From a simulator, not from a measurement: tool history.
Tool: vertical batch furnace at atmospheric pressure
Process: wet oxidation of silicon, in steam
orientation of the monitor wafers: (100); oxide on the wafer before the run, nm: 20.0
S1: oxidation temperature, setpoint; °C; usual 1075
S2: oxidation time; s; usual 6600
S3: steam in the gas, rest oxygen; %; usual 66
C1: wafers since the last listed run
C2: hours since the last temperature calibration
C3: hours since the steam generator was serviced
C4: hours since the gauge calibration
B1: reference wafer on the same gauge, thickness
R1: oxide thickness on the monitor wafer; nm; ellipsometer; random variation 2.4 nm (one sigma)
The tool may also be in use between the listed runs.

| run | hour | S1 | S2 | S3 | C1 | C2 | C3 | C4 | B1 | R1 |
|---|---|---|---|---|---|---|---|---|---|---|
| 1 | 0.0 | 1075 | 6600 | 66 | 0 | 4185.8 | 1973.3 | 849.0 | 544.76 | 626.63 |
| 2 | 194.3 | 1075 | 6600 | 58 | 1939 | 4380.1 | 2167.6 | 1043.3 | 543.23 | 580.37 |
| 3 | 301.3 | 1094 | 6600 | 66 | 1068 | 4487.1 | 2274.6 | 1150.3 | 541.72 | 669.65 |
| 4 | 368.9 | 1088 | 6600 | 66 | 674 | 4554.7 | 2342.2 | 1217.9 | 540.74 | 655.76 |
| 5 | 446.6 | 1088 | 6600 | 66 | 775 | 4632.4 | 2419.9 | 1295.6 | 539.56 | 651.76 |
| 6 | 750.8 | 1088 | 6600 | 66 | 3036 | 4936.6 | 2724.1 | 1599.8 | 535.24 | 646.13 |
| 7 | 826.1 | 1075 | 5610 | 66 | 751 | 5011.9 | 2799.4 | 1675.1 | 534.02 | 555.50 |
| 8 | 913.6 | 1075 | 5610 | 66 | 873 | 5099.4 | 2886.9 | 1762.6 | 532.11 | 557.27 |
| 9 | 967.8 | 1091 | 6600 | 66 | 541 | 5153.6 | 2941.1 | 1816.8 | 531.20 | 644.54 |
|  | 1017.7 | thermocouples replaced and temperature profile calibrated |
| 10 | 1024.3 | 1084 | 6600 | 66 | 324 | 6.6 | 2997.6 | 1873.3 | 529.64 | 628.77 |
|  | 1034.4 | gauge calibrated |
| 11 | 1117.1 | 1084 | 6600 | 66 | 926 | 99.4 | 3090.4 | 82.7 | 551.94 | 660.29 |
| 12 | 1185.6 | 1075 | 6600 | 66 | 683 | 167.9 | 3158.9 | 151.2 | 551.61 | 634.55 |
| 13 | 1263.3 | 1075 | 6600 | 66 | 775 | 245.6 | 3236.6 | 228.9 | 552.14 | 637.29 |
| 14 | 1309.8 | 1075 | 6600 | 66 | 464 | 292.1 | 3283.1 | 275.4 | 551.23 | 633.02 |
| 15 | 1413.0 | 1075 | 6600 | 66 | 1030 | 395.3 | 3386.3 | 378.6 | 550.52 | 633.52 |
| 16 | 1450.1 | 1075 | 6600 | 66 | 370 | 432.4 | 3423.4 | 415.7 | 550.88 | 628.87 |
| 17 | 1612.4 | 1075 | 8910 | 66 | 1620 | 594.7 | 3585.7 | 578.0 | 550.09 | 746.00 |
| 18 | 1663.4 | 1068 | 4740 | 55 | 509 | 645.7 | 3636.7 | 629.0 | 549.72 | 456.61 |
|  | 1708.5 | steam generator serviced |
| 19 | 1729.2 | 1061 | 6600 | 55 | 417 | 711.5 | 20.7 | 694.8 | 549.71 | 529.68 |
| 20 | 1794.2 | 1075 | 9840 | 66 | 648 | 776.5 | 85.7 | 759.8 | 549.15 | 790.04 |
| 21 | 1849.3 | 1075 | 5040 | 66 | 550 | 831.6 | 140.8 | 814.9 | 548.29 | 539.14 |
| 22 | 1953.9 | 1075 | 6600 | 66 | 1044 | 936.2 | 245.4 | 919.5 | 546.96 | 629.23 |
| 23 | 2047.7 | 1050 | 6600 | 59 | 936 | 1030.0 | 339.2 | 1013.3 | 546.63 | 522.60 |
| 24 | 2086.3 | 1062 | 6600 | 66 | 385 | 1068.6 | 377.8 | 1051.9 | 546.14 | 587.66 |
| 25 | 2147.9 | 1075 | 6600 | 66 | 614 | 1130.2 | 439.4 | 1113.5 | 544.70 | 623.61 |
| 26 | 2235.9 | 1083 | 4590 | 72 | 878 | 1218.2 | 527.4 | 1201.5 | 543.98 | 554.30 |
| 27 | 2301.6 | 1075 | 5100 | 74 | 655 | 1283.9 | 593.1 | 1267.2 | 542.87 | 579.63 |
| 28 | 2345.9 | 1075 | 7830 | 66 | 442 | 1328.2 | 637.4 | 1311.5 | 542.61 | 684.54 |
| 29 | 2389.0 | 1062 | 6600 | 66 | 430 | 1371.3 | 680.5 | 1354.6 | 542.30 | 587.49 |
| 30 | 2476.8 | 1086 | 7830 | 66 | 876 | 1459.1 | 768.3 | 1442.4 | 540.43 | 714.58 |
| 31 | 2571.2 | 1075 | 5160 | 62 | 942 | 1553.5 | 862.7 | 1536.8 | 539.00 | 520.29 |
| 32 | 2708.3 | 1098 | 6600 | 59 | 1368 | 1690.6 | 999.8 | 1673.9 | 536.27 | 632.97 |
| 33 | 2777.0 | 1067 | 3660 | 72 | 685 | 1759.3 | 1068.5 | 1742.6 | 535.33 | 442.57 |
| 34 | 2877.1 | 1075 | 3510 | 61 | 999 | 1859.4 | 1168.6 | 1842.7 | 532.68 | 406.43 |
| 35 | 2953.3 | 1100 | 6600 | 61 | 760 | 1935.6 | 1244.8 | 1918.9 | 531.57 | 642.05 |
| 36 | 3058.8 | 1050 | 5100 | 57 | 1053 | 2041.1 | 1350.3 | 2024.4 | 529.55 | 427.49 |
| 37 | 3132.3 | 1075 | 6600 | 66 | 733 | 2114.6 | 1423.8 | 2097.9 | 527.17 | 604.89 |
| 38 | 3183.8 | 1075 | 6600 | 71 | 514 | 2166.1 | 1475.3 | 2149.4 | 525.78 | 630.96 |
|  | 3213.4 | gauge calibrated |
| 39 | 3248.6 | 1094 | 9870 | 62 | 646 | 2230.9 | 1540.1 | 35.2 | 544.39 | 810.75 |

Some steps in R1 between neighbouring runs. How much of each would the tool show without its hidden state too (settings, what came in, random variation), and how much is left for the hidden state, with any gauge scatter that isn't in both results?
The hidden state here: true tube temperature minus thermocouple reading, K; steam share off its setpoint, % of the setpoint; gauge reads high (%).
Run 10 -> 11: gauge calibrated. R1 +31.52 nm: hidden state +26.61, all else +4.91.
Run 17 -> 18: S1 1075 -> 1068, S2 8910 -> 4740, S3 66 -> 55. R1 -289.39 nm: hidden state -1.94, all else -287.45.
Run 19 -> 20: S1 1061 -> 1075, S2 6600 -> 9840, S3 55 -> 66. R1 +260.36 nm: hidden state +0.34, all else +260.02.
Run 20 -> 21: S2 9840 -> 5040. R1 -250.90 nm: hidden state -1.30, all else -249.60.
Run 34 -> 35: S1 1075 -> 1100, S2 3510 -> 6600. R1 +235.62 nm: hidden state -8.19, all else +243.81.
Run 38 -> 39: S1 1075 -> 1094, S2 6600 -> 9870, S3 71 -> 62, gauge calibrated. R1 +179.79 nm: hidden state +21.21, all else +158.58.
